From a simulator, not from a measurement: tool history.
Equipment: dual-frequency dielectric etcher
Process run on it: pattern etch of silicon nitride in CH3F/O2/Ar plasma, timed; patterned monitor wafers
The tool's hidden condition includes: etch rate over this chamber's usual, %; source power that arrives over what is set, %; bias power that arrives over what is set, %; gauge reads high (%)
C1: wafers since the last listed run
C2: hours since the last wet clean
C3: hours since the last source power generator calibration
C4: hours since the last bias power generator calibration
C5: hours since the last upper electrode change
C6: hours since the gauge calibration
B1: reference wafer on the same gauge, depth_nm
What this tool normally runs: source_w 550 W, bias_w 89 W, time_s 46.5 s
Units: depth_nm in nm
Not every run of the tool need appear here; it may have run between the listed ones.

{"run": 1, "hour": 0.0, "source_w": 550, "bias_w": 89, "time_s": 51.0, "C1": 0, "C2": 391.5, "C3": 1234.0, "C4": 177.0, "C5": 4530.3, "C6": 1324.5, "B1": 29.2, "depth_nm": 39.47}
{"run": 2, "hour": 37.0, "source_w": 550, "bias_w": 89, "time_s": 51.0, "C1": 366, "C2": 428.5, "C3": 1271.0, "C4": 214.0, "C5": 4567.3, "C6": 1361.5, "B1": 29.24, "depth_nm": 39.54}
{"run": 3, "hour": 88.4, "source_w": 550, "bias_w": 89, "time_s": 46.5, "C1": 509, "C2": 479.9, "C3": 1322.4, "C4": 265.4, "C5": 4618.7, "C6": 1412.9, "B1": 29.19, "depth_nm": 36.35}
{"run": 4, "hour": 169.9, "source_w": 550, "bias_w": 89, "time_s": 46.5, "C1": 808, "C2": 561.4, "C3": 1403.9, "C4": 346.9, "C5": 4700.2, "C6": 1494.4, "B1": 29.21, "depth_nm": 36.13}
{"run": 5, "hour": 262.2, "source_w": 620, "bias_w": 100, "time_s": 46.5, "C1": 915, "C2": 653.7, "C3": 1496.2, "C4": 439.2, "C5": 4792.5, "C6": 1586.7, "B1": 29.21, "depth_nm": 38.44}
{"hour": 325.3, "done": "wet clean of the chamber"}
{"run": 6, "hour": 362.2, "source_w": 610, "bias_w": 75, "time_s": 46.5, "C1": 753, "C2": 36.9, "C3": 1596.2, "C4": 539.2, "C5": 4892.5, "C6": 1686.7, "B1": 29.21, "depth_nm": 35.55}
{"run": 7, "hour": 421.9, "source_w": 550, "bias_w": 98, "time_s": 50.5, "C1": 592, "C2": 96.6, "C3": 1655.9, "C4": 598.9, "C5": 4952.2, "C6": 1746.4, "B1": 29.21, "depth_nm": 39.55}
{"run": 8, "hour": 499.5, "source_w": 620, "bias_w": 100, "time_s": 46.5, "C1": 769, "C2": 174.2, "C3": 1733.5, "C4": 676.5, "C5": 5029.8, "C6": 1824.0, "B1": 29.22, "depth_nm": 37.79}
{"run": 9, "hour": 537.3, "source_w": 550, "bias_w": 89, "time_s": 46.5, "C1": 374, "C2": 212.0, "C3": 1771.3, "C4": 714.3, "C5": 5067.6, "C6": 1861.8, "B1": 29.17, "depth_nm": 35.69}
{"run": 10, "hour": 632.4, "source_w": 460, "bias_w": 89, "time_s": 46.5, "C1": 943, "C2": 307.1, "C3": 1866.4, "C4": 809.4, "C5": 5162.7, "C6": 1956.9, "B1": 29.24, "depth_nm": 34.04}
{"run": 11, "hour": 704.3, "source_w": 550, "bias_w": 89, "time_s": 57.5, "C1": 713, "C2": 379.0, "C3": 1938.3, "C4": 881.3, "C5": 5234.6, "C6": 2028.8, "B1": 29.22, "depth_nm": 44.33}
{"run": 12, "hour": 745.4, "source_w": 550, "bias_w": 89, "time_s": 46.5, "C1": 407, "C2": 420.1, "C3": 1979.4, "C4": 922.4, "C5": 5275.7, "C6": 2069.9, "B1": 29.22, "depth_nm": 35.8}
{"run": 13, "hour": 808.8, "source_w": 620, "bias_w": 104, "time_s": 37.5, "C1": 628, "C2": 483.5, "C3": 2042.8, "C4": 985.8, "C5": 5339.1, "C6": 2133.3, "B1": 29.2, "depth_nm": 30.96}
{"run": 14, "hour": 885.7, "source_w": 550, "bias_w": 89, "time_s": 59.0, "C1": 762, "C2": 560.4, "C3": 2119.7, "C4": 1062.7, "C5": 5416.0, "C6": 2210.2, "B1": 29.18, "depth_nm": 45.71}
{"run": 15, "hour": 978.2, "source_w": 460, "bias_w": 71, "time_s": 57.5, "C1": 917, "C2": 652.9, "C3": 2212.2, "C4": 1155.2, "C5": 5508.5, "C6": 2302.7, "B1": 29.25, "depth_nm": 40.69}
{"run": 16, "hour": 1065.6, "source_w": 550, "bias_w": 82, "time_s": 46.5, "C1": 866, "C2": 740.3, "C3": 2299.6, "C4": 1242.6, "C5": 5595.9, "C6": 2390.1, "B1": 29.17, "depth_nm": 35.8}
{"hour": 1101.3, "done": "wet clean of the chamber"}
{"run": 17, "hour": 1137.4, "source_w": 670, "bias_w": 89, "time_s": 46.5, "C1": 474, "C2": 36.1, "C3": 2371.4, "C4": 1314.4, "C5": 5667.7, "C6": 2461.9, "B1": 29.19, "depth_nm": 37.75}
{"hour": 1186.7, "done": "gauge calibrated"}
{"hour": 1307.9, "done": "upper electrode replaced"}
{"hour": 1383.2, "done": "source power generator calibrated"}
{"run": 18, "hour": 1417.0, "source_w": 460, "bias_w": 71, "time_s": 57.5, "C1": 2495, "C2": 315.7, "C3": 33.8, "C4": 1594.0, "C5": 109.1, "C6": 230.3, "B1": 29.19, "depth_nm": 40.1}
{"run": 19, "hour": 1453.0, "source_w": 550, "bias_w": 89, "time_s": 46.5, "C1": 357, "C2": 351.7, "C3": 69.8, "C4": 1630.0, "C5": 145.1, "C6": 266.3, "B1": 29.2, "depth_nm": 35.87}
{"run": 20, "hour": 1510.1, "source_w": 550, "bias_w": 89, "time_s": 42.0, "C1": 566, "C2": 408.8, "C3": 126.9, "C4": 1687.1, "C5": 202.2, "C6": 323.4, "B1": 29.18, "depth_nm": 32.49}
{"run": 21, "hour": 1546.3, "source_w": 550, "bias_w": 89, "time_s": 38.0, "C1": 359, "C2": 445.0, "C3": 163.1, "C4": 1723.3, "C5": 238.4, "C6": 359.6, "B1": 29.24, "depth_nm": 29.46}
{"run": 22, "hour": 1607.8, "source_w": 680, "bias_w": 77, "time_s": 58.5, "C1": 609, "C2": 506.5, "C3": 224.6, "C4": 1784.8, "C5": 299.9, "C6": 421.1, "B1": 29.2, "depth_nm": 47.13}
{"run": 23, "hour": 1656.5, "source_w": 550, "bias_w": 89, "time_s": 46.5, "C1": 483, "C2": 555.2, "C3": 273.3, "C4": 1833.5, "C5": 348.6, "C6": 469.8, "B1": 29.19, "depth_nm": 36.12}
{"hour": 1845.7, "done": "wet clean of the chamber"}
{"run": 24, "hour": 1922.5, "source_w": 550, "bias_w": 89, "time_s": 46.5, "C1": 2400, "C2": 76.8, "C3": 539.3, "C4": 2099.5, "C5": 614.6, "C6": 735.8, "B1": 29.21, "depth_nm": 35.62}
{"run": 25, "hour": 2012.3, "source_w": 610, "bias_w": 76, "time_s": 50.5, "C1": 890, "C2": 166.6, "C3": 629.1, "C4": 2189.3, "C5": 704.4, "C6": 825.6, "B1": 29.19, "depth_nm": 39.08}
{"run": 26, "hour": 2064.5, "source_w": 550, "bias_w": 80, "time_s": 46.5, "C1": 517, "C2": 218.8, "C3": 681.3, "C4": 2241.5, "C5": 756.6, "C6": 877.8, "B1": 29.21, "depth_nm": 35.04}
{"run": 27, "hour": 2100.9, "source_w": 550, "bias_w": 89, "time_s": 37.5, "C1": 361, "C2": 255.2, "C3": 717.7, "C4": 2277.9, "C5": 793.0, "C6": 914.2, "B1": 29.22, "depth_nm": 28.86}
{"run": 28, "hour": 2147.9, "source_w": 600, "bias_w": 80, "time_s": 56.0, "C1": 466, "C2": 302.2, "C3": 764.7, "C4": 2324.9, "C5": 840.0, "C6": 961.2, "B1": 29.21, "depth_nm": 43.63}
{"run": 29, "hour": 2246.5, "source_w": 460, "bias_w": 89, "time_s": 46.5, "C1": 977, "C2": 400.8, "C3": 863.3, "C4": 2423.5, "C5": 938.6, "C6": 1059.8, "B1": 29.22, "depth_nm": 34.18}

Some steps in depth_nm between neighbouring runs. How much of each would the tool show without its hidden state too (settings, what came in, random variation), and how much is left for the hidden state, with any gauge scatter that isn't in both results?
Run 5 -> 6: source_w 620 -> 610, bias_w 100 -> 75, wet clean of the chamber. depth_nm -2.89 nm: hidden state -0.87, all else -2.02.
Run 16 -> 17: source_w 550 -> 670, bias_w 82 -> 89, wet clean of the chamber. depth_nm +1.95 nm: hidden state -0.77, all else +2.72.
Run 21 -> 22: source_w 550 -> 680, bias_w 89 -> 77, time_s 38.0 -> 58.5. depth_nm +17.67 nm: hidden state +0.32, all else +17.35.
Run 27 -> 28: source_w 550 -> 600, bias_w 89 -> 80, time_s 37.5 -> 56.0. depth_nm +14.77 nm: hidden state +0.23, all else +14.54.

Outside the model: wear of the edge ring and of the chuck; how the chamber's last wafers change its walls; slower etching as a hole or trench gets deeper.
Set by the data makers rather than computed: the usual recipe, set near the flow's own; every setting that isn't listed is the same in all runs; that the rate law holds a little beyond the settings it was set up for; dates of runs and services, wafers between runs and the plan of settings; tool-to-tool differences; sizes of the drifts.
